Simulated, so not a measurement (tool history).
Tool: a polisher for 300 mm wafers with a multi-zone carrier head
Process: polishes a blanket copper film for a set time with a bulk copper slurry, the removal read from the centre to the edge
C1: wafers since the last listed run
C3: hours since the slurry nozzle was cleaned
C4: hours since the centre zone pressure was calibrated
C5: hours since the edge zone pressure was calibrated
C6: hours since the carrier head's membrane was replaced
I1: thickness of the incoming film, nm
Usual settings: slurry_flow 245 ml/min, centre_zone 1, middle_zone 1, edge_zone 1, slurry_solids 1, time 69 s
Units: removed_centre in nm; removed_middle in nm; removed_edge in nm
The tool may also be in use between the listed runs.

run 1 hour=0 | slurry_flow=245 centre_zone=1 middle_zone=1 edge_zone=1 slurry_solids=1 time=69 | C1=0 wafers_polished_on_this_pad=441 C3=158.6 C4=71.2 C5=653.2 C6=704 | I1=2448 | removed_centre=605.1 removed_middle=611.4 removed_edge=610.4
run 2 hour=23.8 | slurry_flow=245 centre_zone=1 middle_zone=1 edge_zone=1 slurry_solids=1 time=69 | C1=158 wafers_polished_on_this_pad=599 C3=182.4 C4=95 C5=677 C6=727.8 | I1=2447.5 | removed_centre=619 removed_middle=602.7 removed_edge=603
run 3 hour=53.5 | slurry_flow=245 centre_zone=1 middle_zone=1 edge_zone=1 slurry_solids=1 time=69 | C1=197 wafers_polished_on_this_pad=797 C3=212.1 C4=124.7 C5=706.7 C6=757.5 | I1=2449.1 | removed_centre=614 removed_middle=619.5 removed_edge=603.1
run 4 hour=72.1 | slurry_flow=245 centre_zone=1 middle_zone=1 edge_zone=1 slurry_solids=1 time=69 | C1=123 wafers_polished_on_this_pad=920 C3=230.7 C4=143.3 C5=725.3 C6=776.1 | I1=2476.1 | removed_centre=599.4 removed_middle=601.9 removed_edge=591.3
-- hour=127.5 worn pad replaced by a new one
run 5 hour=129 | slurry_flow=245 centre_zone=1 middle_zone=1 edge_zone=1 slurry_solids=1 time=61 | C1=351 wafers_polished_on_this_pad=9 C3=287.6 C4=200.2 C5=782.2 C6=833 | I1=2441.6 | removed_centre=582.1 removed_middle=593 removed_edge=577.8
-- hour=156.3 carrier head's membrane replaced by a new one
run 6 hour=162.8 | slurry_flow=245 centre_zone=1 middle_zone=1 edge_zone=1 slurry_solids=1 time=69 | C1=191 wafers_polished_on_this_pad=201 C3=321.4 C4=234 C5=816 C6=6.5 | I1=2466.4 | removed_centre=628.4 removed_middle=646.7 removed_edge=632.6
-- hour=167.8 slurry nozzle cleaned
run 7 hour=192.1 | slurry_flow=245 centre_zone=1 middle_zone=1 edge_zone=1 slurry_solids=1 time=69 | C1=188 wafers_polished_on_this_pad=389 C3=24.3 C4=263.3 C5=845.3 C6=35.8 | I1=2454.7 | removed_centre=619.8 removed_middle=623.3 removed_edge=615.8
run 8 hour=205.8 | slurry_flow=245 centre_zone=1 middle_zone=1 edge_zone=1 slurry_solids=1 time=69 | C1=91 wafers_polished_on_this_pad=480 C3=38 C4=277 C5=859 C6=49.5 | I1=2416.1 | removed_centre=603.2 removed_middle=614.8 removed_edge=611.4
run 9 hour=223.7 | slurry_flow=245 centre_zone=1 middle_zone=1.1 edge_zone=1 slurry_solids=1 time=69 | C1=118 wafers_polished_on_this_pad=599 C3=55.9 C4=294.9 C5=876.9 C6=67.4 | I1=2455.3 | removed_centre=611.4 removed_middle=667.1 removed_edge=606.2
run 10 hour=259.3 | slurry_flow=200 centre_zone=1.08 middle_zone=1 edge_zone=1 slurry_solids=1 time=54 | C1=236 wafers_polished_on_this_pad=836 C3=91.5 C4=330.5 C5=912.5 C6=103 | I1=2465.8 | removed_centre=501.8 removed_middle=464.1 removed_edge=468.1
run 11 hour=292.3 | slurry_flow=245 centre_zone=0.9 middle_zone=1 edge_zone=1 slurry_solids=1.25 time=69 | C1=219 wafers_polished_on_this_pad=1055 C3=124.5 C4=363.5 C5=945.5 C6=136 | I1=2473 | removed_centre=574.3 removed_middle=647.6 removed_edge=641.8
-- hour=306.9 edge zone pressure recalibrated
-- hour=316.4 centre zone pressure recalibrated
-- hour=319.5 worn pad replaced by a new one
run 12 hour=326.6 | slurry_flow=245 centre_zone=1 middle_zone=1 edge_zone=1 slurry_solids=1 time=69 | C1=180 wafers_polished_on_this_pad=47 C3=158.8 C4=10.2 C5=19.7 C6=170.3 | I1=2444 | removed_centre=662.6 removed_middle=642.7 removed_edge=659
run 13 hour=349 | slurry_flow=195 centre_zone=1 middle_zone=0.9 edge_zone=0.89 slurry_solids=1 time=69 | C1=148 wafers_polished_on_this_pad=196 C3=181.2 C4=32.6 C5=42.1 C6=192.7 | I1=2449.7 | removed_centre=623.1 removed_middle=582.3 removed_edge=607
run 14 hour=378.8 | slurry_flow=245 centre_zone=1 middle_zone=0.93 edge_zone=1 slurry_solids=0.7 time=69 | C1=198 wafers_polished_on_this_pad=394 C3=211 C4=62.4 C5=71.9 C6=222.5 | I1=2496.9 | removed_centre=542.9 removed_middle=532.4 removed_edge=554.9
run 15 hour=405.8 | slurry_flow=245 centre_zone=1 middle_zone=1 edge_zone=1 slurry_solids=1 time=69 | C1=179 wafers_polished_on_this_pad=573 C3=238 C4=89.4 C5=98.9 C6=249.5 | I1=2466.5 | removed_centre=624.1 removed_middle=625.6 removed_edge=617.4
run 16 hour=425.4 | slurry_flow=330 centre_zone=1 middle_zone=1 edge_zone=0.92 slurry_solids=1.2 time=59 | C1=130 wafers_polished_on_this_pad=704 C3=257.6 C4=109 C5=118.5 C6=269.1 | I1=2408.3 | removed_centre=551.6 removed_middle=575.1 removed_edge=544.2

The same runs without the tool's hidden state, with the same run-to-run variation:
The hidden state here: removal rate lost through wear of the pad, %; slurry flow missing at the pad, %; deviation of the centre zone's pressure from its setpoint, %; deviation of the edge zone's pressure from its setpoint, %.
run=1 removed_centre=657.1 removed_middle=664 removed_edge=662.9
run=2 removed_centre=680 removed_middle=662.1 removed_edge=662.4
run=3 removed_centre=681 removed_middle=687.1 removed_edge=668.9
run=4 removed_centre=667.5 removed_middle=670.3 removed_edge=658.5
run=5 removed_centre=590 removed_middle=601.1 removed_edge=585.7
run=6 removed_centre=662.9 removed_middle=682.2 removed_edge=667.3
run=7 removed_centre=668.1 removed_middle=671.9 removed_edge=663.9
run=8 removed_centre=654.9 removed_middle=667.6 removed_edge=663.9
run=9 removed_centre=668.8 removed_middle=729.8 removed_edge=663.2
run=10 removed_centre=554.4 removed_middle=512.8 removed_edge=517.2
run=11 removed_centre=637.9 removed_middle=719.5 removed_edge=713
run=12 removed_centre=676.9 removed_middle=656.5 removed_edge=673.2
run=13 removed_centre=653.5 removed_middle=610.8 removed_edge=636.6
run=14 removed_centre=583.2 removed_middle=571.9 removed_edge=596.1
run=15 removed_centre=679.9 removed_middle=681.6 removed_edge=672.6
run=16 removed_centre=605.3 removed_middle=631 removed_edge=597.1
